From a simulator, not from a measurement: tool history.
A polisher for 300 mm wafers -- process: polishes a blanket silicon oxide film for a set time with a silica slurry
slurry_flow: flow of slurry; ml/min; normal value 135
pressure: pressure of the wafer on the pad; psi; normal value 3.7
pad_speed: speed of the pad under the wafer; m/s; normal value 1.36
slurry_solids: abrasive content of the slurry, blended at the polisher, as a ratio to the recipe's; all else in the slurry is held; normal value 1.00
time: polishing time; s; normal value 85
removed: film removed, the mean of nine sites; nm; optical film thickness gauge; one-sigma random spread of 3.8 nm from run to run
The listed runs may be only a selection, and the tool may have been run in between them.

run,hour,slurry_flow,pressure,pad_speed,slurry_solids,time,wafers since the last listed run,wafers polished on this pad,hours since the slurry nozzle was cleaned,hours since the head pressure was calibrated,hours since the slurry blender was calibrated,hours since the conditioning disc was replaced,"incoming thickness of the incoming film, nm",removed
1,0.0,155,3.7,1.36,1.00,85,0,1678,78.0,891.6,360.4,232.0,1711.8,263.2
2,44.9,135,3.3,1.36,1.00,85,260,1938,122.9,936.5,405.3,276.9,1715.6,227.0
3,99.4,135,3.3,1.36,1.00,85,316,2255,177.4,991.0,459.8,331.4,1702.5,227.7
# hour 108.6: slurry blender recalibrated
# hour 127.8: worn pad replaced by a new one
# hour 188.0: conditioning disc replaced and pad reconditioned
4,204.7,135,3.7,1.36,1.00,85,565,434,282.7,1096.3,96.1,16.7,1714.3,249.9
5,246.2,135,3.7,1.36,1.15,85,241,675,324.2,1137.8,137.6,58.2,1747.0,252.5
6,271.9,135,3.7,1.36,1.25,67,149,825,349.9,1163.5,163.3,83.9,1708.5,210.7
7,318.0,135,3.7,1.36,1.00,85,267,1093,396.0,1209.6,209.4,130.0,1731.6,243.1
8,416.2,135,3.7,1.58,1.00,85,570,1663,494.2,1307.8,307.6,228.2,1717.3,274.9
9,457.4,135,3.7,1.36,1.00,111,239,1902,535.4,1349.0,348.8,269.4,1701.8,310.8
# hour 485.3: slurry blender recalibrated
# hour 503.6: worn pad replaced by a new one
10,505.1,160,4.9,1.50,1.20,85,242,8,583.1,1396.7,19.8,317.1,1701.6,361.8
11,573.9,135,3.7,1.36,1.00,85,399,408,651.9,1465.5,88.6,385.9,1737.0,236.8
# hour 632.8: conditioning disc replaced and pad reconditioned
12,633.3,135,3.7,1.36,1.00,85,333,741,711.3,1524.9,148.0,0.5,1701.7,233.4
# hour 654.7: head pressure recalibrated
13,690.2,135,3.7,1.20,1.00,85,318,1060,768.2,35.5,204.9,57.4,1727.5,248.7
14,750.8,165,2.6,1.36,0.90,77,352,1412,828.8,96.1,265.5,118.0,1727.8,186.2
# hour 794.0: slurry nozzle cleaned
15,799.9,135,4.7,1.36,1.25,85,279,1692,5.9,145.2,314.6,167.1,1728.4,369.7
# hour 856.3: slurry blender recalibrated
16,858.0,135,4.5,1.60,0.80,73,325,2018,64.0,203.3,1.7,225.2,1736.1,287.5
# hour 884.3: worn pad replaced by a new one
17,905.5,135,3.7,1.70,1.00,85,252,122,111.5,250.8,49.2,272.7,1719.9,328.0
18,969.3,135,3.7,1.14,1.00,85,370,493,175.3,314.6,113.0,336.5,1720.3,238.9
19,995.9,135,3.7,1.36,1.00,85,154,648,201.9,341.2,139.6,363.1,1723.7,266.9
# hour 1032.6: conditioning disc replaced and pad reconditioned
20,1047.8,115,4.2,1.36,1.00,60,289,937,253.8,393.1,191.5,15.2,1711.2,204.4
21,1087.3,135,4.9,1.36,1.00,85,229,1167,293.3,432.6,231.0,54.7,1688.9,349.5
22,1129.0,105,3.7,1.14,1.10,101,242,1409,335.0,474.3,272.7,96.4,1730.9,275.5
23,1200.1,135,3.7,1.36,1.00,85,413,1822,406.1,545.4,343.8,167.5,1701.3,263.0
# hour 1227.9: slurry blender recalibrated
24,1241.1,135,3.7,1.02,1.00,85,226,2049,447.1,586.4,13.2,208.5,1737.9,210.0
# hour 1289.7: worn pad replaced by a new one
25,1290.2,135,4.5,1.36,1.00,85,261,2,496.2,635.5,62.3,257.6,1718.9,311.0
26,1323.0,135,3.2,1.36,1.00,98,190,193,529.0,668.3,95.1,290.4,1711.1,269.1

Consider 3 possible next runs. They are alternatives, not a sequence: every one starts from the tool as it was left by run 26. What does each give?
A,1323.5,160,3.7,1.36,1.00,85,2,196,529.5,668.8,95.6,290.9,1705.3,?
B,1323.5,135,3.7,0.92,1.20,76,2,196,529.5,668.8,95.6,290.9,1705.3,?
C,1323.5,170,3.7,0.94,1.25,69,2,196,529.5,668.8,95.6,290.9,1705.3,?

run,removed
A,274.1
B,185.7
C,181.6
What these runs would have given with no unlogged condition in the tool:
run,removed
A,280.7
B,190.1
C,186.0
